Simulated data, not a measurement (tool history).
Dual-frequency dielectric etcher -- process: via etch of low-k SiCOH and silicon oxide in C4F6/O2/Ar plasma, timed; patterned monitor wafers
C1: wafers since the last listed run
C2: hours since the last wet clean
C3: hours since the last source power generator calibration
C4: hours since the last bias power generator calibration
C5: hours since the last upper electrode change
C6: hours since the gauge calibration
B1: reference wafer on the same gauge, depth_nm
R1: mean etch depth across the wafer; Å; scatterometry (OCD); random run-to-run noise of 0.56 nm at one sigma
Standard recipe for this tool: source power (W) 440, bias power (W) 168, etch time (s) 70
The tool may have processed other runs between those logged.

Run 1, hour 0: usual settings but source power (W) 480; C1 0; C2 421.1; C3 1163.7; C4 1998.3; C5 1193.1; C6 1598.9; B1 153.1. Result: R1 1837 Å.
Run 2, hour 89.2: usual settings but source power (W) 480; C1 1069; C2 510.3; C3 1252.9; C4 2087.5; C5 1282.3; C6 1688.1; B1 152.9. Result: R1 1841 Å.
At hour 145.7: wet clean of the chamber.
Run 3, hour 146.2: usual settings but etch time (s) 63; C1 395; C2 0.5; C3 1309.9; C4 2144.5; C5 1339.3; C6 1745.1; B1 153.1. Result: R1 1603 Å.
Run 4, hour 226.3: usual settings but etch time (s) 63; C1 960; C2 80.6; C3 1390; C4 2224.6; C5 1419.4; C6 1825.2; B1 153. Result: R1 1595 Å.
Run 5, hour 306.9: usual settings but etch time (s) 63; C1 966; C2 161.2; C3 1470.6; C4 2305.2; C5 1500; C6 1905.8; B1 153. Result: R1 1599 Å.
Run 6, hour 392.5: usual settings but bias power (W) 137; C1 1026; C2 246.8; C3 1556.2; C4 2390.8; C5 1585.6; C6 1991.4; B1 152.9. Result: R1 1603 Å.
Run 7, hour 487.2: usual settings but bias power (W) 137; C1 1135; C2 341.5; C3 1650.9; C4 2485.5; C5 1680.3; C6 2086.1; B1 152.9. Result: R1 1612 Å.
Run 8, hour 582.3: usual settings but bias power (W) 137; C1 1140; C2 436.6; C3 1746; C4 2580.6; C5 1775.4; C6 2181.2; B1 153. Result: R1 1604 Å.
At hour 663.6: wet clean of the chamber.
Run 9, hour 664.1: usual settings but bias power (W) 136; C1 692; C2 0.5; C3 1827.8; C4 2662.4; C5 1857.2; C6 2263; B1 153. Result: R1 1598 Å.
Run 10, hour 749.5: usual settings but bias power (W) 136; C1 1023; C2 85.9; C3 1913.2; C4 2747.8; C5 1942.6; C6 2348.4; B1 153. Result: R1 1601 Å.
Run 11, hour 824.7: usual settings but source power (W) 390; C1 901; C2 161.1; C3 1988.4; C4 2823; C5 2017.8; C6 2423.6; B1 152.9. Result: R1 1693 Å.
Run 12, hour 873: usual settings but source power (W) 390; C1 579; C2 209.4; C3 2036.7; C4 2871.3; C5 2066.1; C6 2471.9; B1 152.9. Result: R1 1696 Å.
At hour 945.5: upper electrode replaced.
Run 13, hour 951: usual settings; C1 647; C2 287.4; C3 2114.7; C4 2949.3; C5 5.5; C6 2549.9; B1 152.9. Result: R1 1771 Å.
At hour 986.2: gauge calibrated.
Run 14, hour 995.1: usual settings; C1 528; C2 331.5; C3 2158.8; C4 2993.4; C5 49.6; C6 8.9; B1 153.1. Result: R1 1766 Å.
Run 15, hour 1042.3: usual settings; C1 565; C2 378.7; C3 2206; C4 3040.6; C5 96.8; C6 56.1; B1 153. Result: R1 1776 Å.
At hour 1121.3: bias power generator calibrated.
Run 16, hour 1138.6: usual settings but source power (W) 510, bias power (W) 191, etch time (s) 89; C1 1106; C2 475; C3 2302.3; C4 17.3; C5 193.1; C6 152.4; B1 153.1. Result: R1 2514 Å.
Run 17, hour 1226.7: usual settings but bias power (W) 203, etch time (s) 77; C1 1056; C2 563.1; C3 2390.4; C4 105.4; C5 281.2; C6 240.5; B1 153. Result: R1 2122 Å.
Run 18, hour 1280.7: usual settings but source power (W) 500; C1 647; C2 617.1; C3 2444.4; C4 159.4; C5 335.2; C6 294.5; B1 153. Result: R1 1856 Å.
At hour 1320.3: wet clean of the chamber.
Run 19, hour 1388.6: usual settings but source power (W) 480; C1 1005; C2 68.3; C3 2552.3; C4 267.3; C5 443.1; C6 402.4; B1 152.9. Result: R1 1813 Å.
Run 20, hour 1429.7: usual settings but bias power (W) 200, etch time (s) 80.5; C1 492; C2 109.4; C3 2593.4; C4 308.4; C5 484.2; C6 443.5; B1 153.1. Result: R1 2207 Å.
Run 21, hour 1485.7: usual settings but etch time (s) 85.5; C1 671; C2 165.4; C3 2649.4; C4 364.4; C5 540.2; C6 499.5; B1 152.9. Result: R1 2146 Å.

What will run 22 give?
At hour 1559.4: source power generator calibrated.
Run 22, hour 1566.4: usual settings but source power (W) 350; C1 919; C2 246.1; C3 7; C4 445.1; C5 620.9; C6 580.2; B1 ?. Result: R1 ?.

B1: 153.1
R1: 1659 Å
Without the tool's hidden state the same run would have given R1 1652 Å.
